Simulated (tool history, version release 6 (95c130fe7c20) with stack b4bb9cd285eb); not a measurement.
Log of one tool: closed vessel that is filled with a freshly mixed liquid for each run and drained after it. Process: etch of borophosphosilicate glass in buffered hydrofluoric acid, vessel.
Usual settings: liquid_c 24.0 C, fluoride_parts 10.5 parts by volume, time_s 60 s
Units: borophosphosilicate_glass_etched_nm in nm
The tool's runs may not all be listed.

run	day	liquid_c	fluoride_parts	time_s	wafers since the last listed run	hours since the thermometer was replaced	hours since the hydrofluoric acid flow meter was replaced	hours since the gauge calibration	read-back film thickness of the borophosphosilicate glass reference wafer, read on the same gauge (nm)	borophosphosilicate_glass_etched_nm
1	0.000	24.0	10.5	60	0	246.9	575.4	516.1	139.99	123.15
2	0.821	24.0	10.5	60	2546	266.6	595.1	535.8	140.00	123.01
3	1.917	24.0	10.5	60	3399	292.9	621.4	562.1	140.01	120.44
4	3.183	24.0	9.0	50	3930	323.3	651.8	592.5	139.99	114.40
5	4.308	24.0	10.5	60	3490	350.3	678.8	619.5	139.99	123.67
6	5.046	24.0	10.5	60	2288	368.0	696.5	637.2	140.01	119.96
7	5.879	24.0	10.5	60	2585	388.0	716.5	657.2	140.00	122.16
8	7.300	24.0	10.5	75	4408	422.1	750.6	691.3	139.99	149.73
9	8.754	24.0	9.0	60	4511	457.0	785.5	726.2	140.03	134.03
10	9.696	24.0	9.0	60	2921	479.6	808.1	748.8	140.00	134.43
# day 11.992: gauge calibrated
11	12.946	24.0	9.0	60	10083	557.6	886.1	22.9	140.03	132.17
12	13.612	24.0	8.0	60	2068	573.6	902.1	38.9	140.00	148.69
# day 14.817: thermometer replaced
13	14.838	24.0	10.5	70	3671	0.5	931.5	68.3	139.98	151.99
14	15.871	24.0	7.0	40	3206	25.3	956.3	93.1	139.99	127.36
15	17.367	19.0	13.5	30	4641	61.2	992.2	129.0	140.01	37.70
# day 18.229: hydrofluoric acid flow meter replaced
16	19.062	24.0	9.5	60	5132	101.9	20.0	169.7	140.02	136.32
17	19.983	24.0	7.0	60	2857	124.0	42.1	191.8	140.00	185.56
18	20.692	24.0	10.5	60	2197	141.0	59.1	208.8	140.00	124.39
19	21.275	24.0	7.0	45	1809	155.0	73.1	222.8	140.01	137.51
20	22.162	24.0	10.5	45	2753	176.3	94.4	244.1	139.97	91.70
21	23.204	24.0	9.5	60	3231	201.3	119.4	269.1	140.01	134.56
22	24.646	24.0	10.5	60	4472	235.9	154.0	303.7	139.99	123.03
23	25.854	24.0	10.5	40	3749	264.9	183.0	332.7	140.02	81.84
24	26.608	21.0	7.0	30	2339	283.0	201.1	350.8	140.01	76.08
25	27.829	24.0	14.5	70	3787	312.3	230.4	380.1	140.02	102.20
26	28.712	24.0	7.5	40	2740	333.5	251.6	401.3	139.99	109.90
27	30.038	24.0	10.5	60	4111	365.3	283.4	433.1	140.01	120.18
28	31.421	27.0	7.0	60	4291	398.5	316.6	466.3	139.99	204.33
29	32.492	24.0	10.5	60	3322	424.2	342.3	492.0	139.99	120.06
30	33.483	26.5	10.5	60	3076	448.0	366.1	515.8	140.00	134.98
31	34.858	28.0	9.5	35	4266	481.0	399.1	548.8	139.98	92.55

Forecast each of these 4 alternatives for the next run:
A	34.888	24.0	10.5	60	90	481.7	399.8	549.5	?	?
B	34.888	29.0	14.5	95	90	481.7	399.8	549.5	?	?
C	34.888	26.0	9.5	45	90	481.7	399.8	549.5	?	?
D	34.888	22.5	7.0	40	90	481.7	399.8	549.5	?	?

run	read-back film thickness of the borophosphosilicate glass reference wafer, read on the same gauge (nm)	borophosphosilicate_glass_etched_nm
A	139.99	115.93
B	139.99	174.86
C	139.99	105.04
D	139.99	105.22
Without the tool's hidden state the same runs would have given:
run	borophosphosilicate_glass_etched_nm
A	128.51
B	193.29
C	116.28
D	116.71
